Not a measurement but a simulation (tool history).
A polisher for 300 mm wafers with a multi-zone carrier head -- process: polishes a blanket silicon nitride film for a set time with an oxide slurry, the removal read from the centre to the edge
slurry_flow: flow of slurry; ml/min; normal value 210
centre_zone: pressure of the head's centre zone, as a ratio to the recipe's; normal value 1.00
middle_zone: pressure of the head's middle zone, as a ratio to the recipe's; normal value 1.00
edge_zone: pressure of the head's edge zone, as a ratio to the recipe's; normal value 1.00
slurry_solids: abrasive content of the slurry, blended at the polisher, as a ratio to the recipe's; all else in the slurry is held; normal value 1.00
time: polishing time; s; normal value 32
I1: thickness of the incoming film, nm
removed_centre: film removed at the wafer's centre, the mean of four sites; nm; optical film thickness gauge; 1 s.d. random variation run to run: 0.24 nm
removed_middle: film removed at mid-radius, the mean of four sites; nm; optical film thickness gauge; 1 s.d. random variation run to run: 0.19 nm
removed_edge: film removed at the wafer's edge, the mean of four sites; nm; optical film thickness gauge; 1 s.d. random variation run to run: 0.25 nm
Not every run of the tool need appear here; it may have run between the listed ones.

{"run": 1, "hour": 0.0, "slurry_flow": 210, "centre_zone": 1.0, "middle_zone": 0.95, "edge_zone": 1.05, "slurry_solids": 1.0, "time": 26, "I1": 402.1, "removed_centre": 17.4, "removed_middle": 17.0, "removed_edge": 18.5}
{"hour": 16.2, "done": "centre zone pressure recalibrated"}
{"run": 2, "hour": 17.3, "slurry_flow": 245, "centre_zone": 0.91, "middle_zone": 1.0, "edge_zone": 1.05, "slurry_solids": 1.0, "time": 32, "I1": 407.3, "removed_centre": 19.8, "removed_middle": 22.5, "removed_edge": 23.6}
{"run": 3, "hour": 38.6, "slurry_flow": 230, "centre_zone": 1.0, "middle_zone": 1.07, "edge_zone": 1.0, "slurry_solids": 1.2, "time": 32, "I1": 403.8, "removed_centre": 23.8, "removed_middle": 26.4, "removed_edge": 24.6}
{"hour": 49.2, "done": "slurry nozzle cleaned"}
{"run": 4, "hour": 57.9, "slurry_flow": 210, "centre_zone": 1.0, "middle_zone": 1.0, "edge_zone": 1.0, "slurry_solids": 1.15, "time": 32, "I1": 395.1, "removed_centre": 23.0, "removed_middle": 23.8, "removed_edge": 24.3}
{"run": 5, "hour": 75.6, "slurry_flow": 210, "centre_zone": 0.94, "middle_zone": 1.0, "edge_zone": 1.0, "slurry_solids": 1.0, "time": 32, "I1": 399.2, "removed_centre": 19.8, "removed_middle": 21.7, "removed_edge": 22.7}
{"run": 6, "hour": 96.2, "slurry_flow": 210, "centre_zone": 0.89, "middle_zone": 1.0, "edge_zone": 1.0, "slurry_solids": 1.0, "time": 32, "I1": 398.5, "removed_centre": 19.1, "removed_middle": 21.8, "removed_edge": 22.3}
{"hour": 105.0, "done": "worn pad replaced by a new one"}
{"run": 7, "hour": 129.4, "slurry_flow": 210, "centre_zone": 1.0, "middle_zone": 1.0, "edge_zone": 1.0, "slurry_solids": 1.0, "time": 28, "I1": 401.1, "removed_centre": 18.3, "removed_middle": 19.3, "removed_edge": 19.6}
{"run": 8, "hour": 143.1, "slurry_flow": 210, "centre_zone": 1.0, "middle_zone": 1.0, "edge_zone": 1.0, "slurry_solids": 1.0, "time": 32, "I1": 397.9, "removed_centre": 21.4, "removed_middle": 22.2, "removed_edge": 22.6}
{"hour": 217.4, "done": "edge zone pressure recalibrated"}
{"run": 9, "hour": 217.9, "slurry_flow": 250, "centre_zone": 1.0, "middle_zone": 1.06, "edge_zone": 1.0, "slurry_solids": 0.7, "time": 29, "I1": 398.7, "removed_centre": 15.9, "removed_middle": 16.8, "removed_edge": 16.5}
{"run": 10, "hour": 243.2, "slurry_flow": 210, "centre_zone": 1.0, "middle_zone": 0.97, "edge_zone": 1.0, "slurry_solids": 1.0, "time": 32, "I1": 398.5, "removed_centre": 21.7, "removed_middle": 22.0, "removed_edge": 22.6}
{"run": 11, "hour": 263.8, "slurry_flow": 210, "centre_zone": 1.0, "middle_zone": 1.0, "edge_zone": 1.0, "slurry_solids": 1.0, "time": 39, "I1": 405.0, "removed_centre": 26.4, "removed_middle": 26.7, "removed_edge": 27.5}
{"hour": 317.1, "done": "slurry nozzle cleaned"}
{"run": 12, "hour": 319.0, "slurry_flow": 210, "centre_zone": 1.0, "middle_zone": 1.0, "edge_zone": 1.0, "slurry_solids": 0.7, "time": 32, "I1": 399.9, "removed_centre": 16.9, "removed_middle": 17.5, "removed_edge": 17.8}
{"hour": 339.2, "done": "worn pad replaced by a new one"}
{"run": 13, "hour": 339.7, "slurry_flow": 210, "centre_zone": 1.0, "middle_zone": 1.0, "edge_zone": 1.0, "slurry_solids": 1.0, "time": 32, "I1": 394.9, "removed_centre": 21.1, "removed_middle": 22.1, "removed_edge": 22.5}
{"run": 14, "hour": 362.8, "slurry_flow": 210, "centre_zone": 1.0, "middle_zone": 1.0, "edge_zone": 1.0, "slurry_solids": 1.0, "time": 32, "I1": 401.2, "removed_centre": 21.4, "removed_middle": 21.6, "removed_edge": 22.6}
{"hour": 429.9, "done": "centre zone pressure recalibrated"}
{"run": 15, "hour": 430.4, "slurry_flow": 250, "centre_zone": 1.07, "middle_zone": 1.09, "edge_zone": 1.0, "slurry_solids": 1.0, "time": 23, "I1": 402.5, "removed_centre": 16.9, "removed_middle": 17.1, "removed_edge": 16.5}
{"run": 16, "hour": 449.1, "slurry_flow": 245, "centre_zone": 0.91, "middle_zone": 1.0, "edge_zone": 1.05, "slurry_solids": 1.0, "time": 32, "I1": 392.0, "removed_centre": 19.7, "removed_middle": 22.4, "removed_edge": 22.9}
{"run": 17, "hour": 483.5, "slurry_flow": 275, "centre_zone": 0.97, "middle_zone": 1.0, "edge_zone": 1.0, "slurry_solids": 1.3, "time": 32, "I1": 402.5, "removed_centre": 24.1, "removed_middle": 25.8, "removed_edge": 26.6}
{"run": 18, "hour": 518.0, "slurry_flow": 210, "centre_zone": 1.11, "middle_zone": 1.0, "edge_zone": 1.0, "slurry_solids": 1.0, "time": 42, "I1": 397.1, "removed_centre": 31.9, "removed_middle": 28.6, "removed_edge": 29.8}
{"hour": 600.8, "done": "slurry nozzle cleaned"}
{"run": 19, "hour": 604.8, "slurry_flow": 210, "centre_zone": 1.0, "middle_zone": 1.0, "edge_zone": 1.0, "slurry_solids": 1.0, "time": 32, "I1": 404.2, "removed_centre": 21.3, "removed_middle": 22.2, "removed_edge": 22.2}
{"hour": 634.5, "done": "worn pad replaced by a new one"}
{"run": 20, "hour": 635.6, "slurry_flow": 185, "centre_zone": 1.0, "middle_zone": 1.0, "edge_zone": 1.0, "slurry_solids": 1.1, "time": 22, "I1": 402.0, "removed_centre": 14.9, "removed_middle": 15.8, "removed_edge": 16.1}
{"run": 21, "hour": 657.8, "slurry_flow": 170, "centre_zone": 0.94, "middle_zone": 1.0, "edge_zone": 1.0, "slurry_solids": 1.0, "time": 32, "I1": 403.0, "removed_centre": 19.6, "removed_middle": 21.3, "removed_edge": 22.1}
{"run": 22, "hour": 669.8, "slurry_flow": 210, "centre_zone": 1.0, "middle_zone": 1.0, "edge_zone": 1.0, "slurry_solids": 0.75, "time": 32, "I1": 398.8, "removed_centre": 17.7, "removed_middle": 18.3, "removed_edge": 18.2}

Run 23 comes next. What will it give?
{"run": 23, "hour": 755.7, "slurry_flow": 160, "centre_zone": 1.08, "middle_zone": 0.94, "edge_zone": 1.0, "slurry_solids": 1.0, "time": 32, "I1": 402.3, "removed_centre": "?", "removed_middle": "?", "removed_edge": "?"}

Logged for run 23: removed_centre 22.7 nm, removed_middle 20.4 nm, removed_edge 22.3 nm.
Had the tool carried no hidden state, the very same run would have given removed_centre 22.7 nm, removed_middle 20.4 nm, removed_edge 22.3 nm.

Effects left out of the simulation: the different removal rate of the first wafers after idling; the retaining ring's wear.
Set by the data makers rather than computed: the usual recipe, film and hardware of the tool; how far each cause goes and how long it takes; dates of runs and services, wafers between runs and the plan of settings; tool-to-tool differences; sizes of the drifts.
